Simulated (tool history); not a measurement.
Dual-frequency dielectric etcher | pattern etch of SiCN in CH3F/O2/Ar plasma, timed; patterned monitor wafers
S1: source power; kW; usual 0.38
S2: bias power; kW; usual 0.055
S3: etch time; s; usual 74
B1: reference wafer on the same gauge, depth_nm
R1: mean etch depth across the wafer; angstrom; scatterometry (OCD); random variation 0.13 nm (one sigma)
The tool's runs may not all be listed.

Run 1, day 0: usual settings; B1 21.19. Result: R1 264.3 angstrom.
Run 2, day 0.612: usual settings; B1 21.16. Result: R1 263.1 angstrom.
Run 3, day 0.908: usual settings but S3 68.5 s; B1 21.21. Result: R1 247 angstrom.
Run 4, day 1.562: usual settings but S3 68.5 s; B1 21.17. Result: R1 243.6 angstrom.
Run 5, day 2.208: usual settings; B1 21.19. Result: R1 264.7 angstrom.
Run 6, day 2.812: usual settings; B1 21.17. Result: R1 264.6 angstrom.
Run 7, day 3.383: usual settings; B1 21.21. Result: R1 264.1 angstrom.
Run 8, day 4.054: usual settings but S1 0.43 kW; B1 21.17. Result: R1 278.3 angstrom.
At day 4.325: bias power generator calibrated.
Run 9, day 4.392: usual settings but S1 0.43 kW; B1 21.16. Result: R1 275.7 angstrom.
At day 4.583: source power generator calibrated.
At day 5.679: wet clean of the chamber.
At day 6.579: upper electrode replaced.
Run 10, day 6.6: usual settings but S1 0.43 kW; B1 21.22. Result: R1 263.9 angstrom.
Run 11, day 6.617: usual settings; B1 21.18. Result: R1 254.1 angstrom.
Run 12, day 6.629: usual settings; B1 21.2. Result: R1 255.9 angstrom.
Run 13, day 6.646: usual settings but S1 0.42 kW; B1 21.21. Result: R1 261.6 angstrom.
Run 14, day 6.658: usual settings but S1 0.34 kW; B1 21.21. Result: R1 246.7 angstrom.
Run 15, day 7.196: usual settings; B1 21.21. Result: R1 254.6 angstrom.
Run 16, day 7.846: usual settings; B1 21.21. Result: R1 252.7 angstrom.
Run 17, day 8.496: usual settings; B1 21.19. Result: R1 254.8 angstrom.
Run 18, day 8.775: usual settings but S1 0.3 kW, S3 62.5 s; B1 21.24. Result: R1 202.4 angstrom.
At day 9.254: gauge calibrated.
Run 19, day 9.325: usual settings but S1 0.32 kW, S2 0.063 kW; B1 21.23. Result: R1 254.5 angstrom.
Run 20, day 9.888: usual settings; B1 21.2. Result: R1 257 angstrom.
Run 21, day 10.333: usual settings but S1 0.35 kW; B1 21.23. Result: R1 250.9 angstrom.
Run 22, day 10.871: usual settings but S1 0.46 kW, S2 0.06 kW, S3 63.5 s; B1 21.21. Result: R1 242.1 angstrom.
Run 23, day 11.138: usual settings; B1 21.21. Result: R1 258.7 angstrom.
Run 24, day 11.779: usual settings but S3 92 s; B1 21.18. Result: R1 321.4 angstrom.
Run 25, day 12.275: usual settings but S2 0.048 kW; B1 21.19. Result: R1 244.1 angstrom.
Run 26, day 12.633: usual settings but S1 0.44 kW; B1 21.21. Result: R1 267.5 angstrom.
Run 27, day 13.258: usual settings but S1 0.34 kW, S2 0.047 kW, S3 82.5 s; B1 21.23. Result: R1 264 angstrom.

Hidden state or all else? Some run-to-run changes of R1, split into what the settings, what came in and random variation would give without the hidden state, and what is left for the hidden state (with any gauge scatter that isn't in both results):
The hidden state here: etch rate over this chamber's usual, %; source power that arrives over what is set, %; bias power that arrives over what is set, %; gauge reads high (%).
Run 9 -> 10: source power generator calibrated, wet clean of the chamber, upper electrode replaced. R1 -11.8 angstrom: hidden state -11.4, all else -0.4.
Run 23 -> 24: S3 74 -> 92. R1 +62.7 angstrom: hidden state +1.4, all else +61.3.
Run 24 -> 25: S2 0.055 -> 0.048, S3 92 -> 74. R1 -77.3 angstrom: hidden state -1.1, all else -76.2.

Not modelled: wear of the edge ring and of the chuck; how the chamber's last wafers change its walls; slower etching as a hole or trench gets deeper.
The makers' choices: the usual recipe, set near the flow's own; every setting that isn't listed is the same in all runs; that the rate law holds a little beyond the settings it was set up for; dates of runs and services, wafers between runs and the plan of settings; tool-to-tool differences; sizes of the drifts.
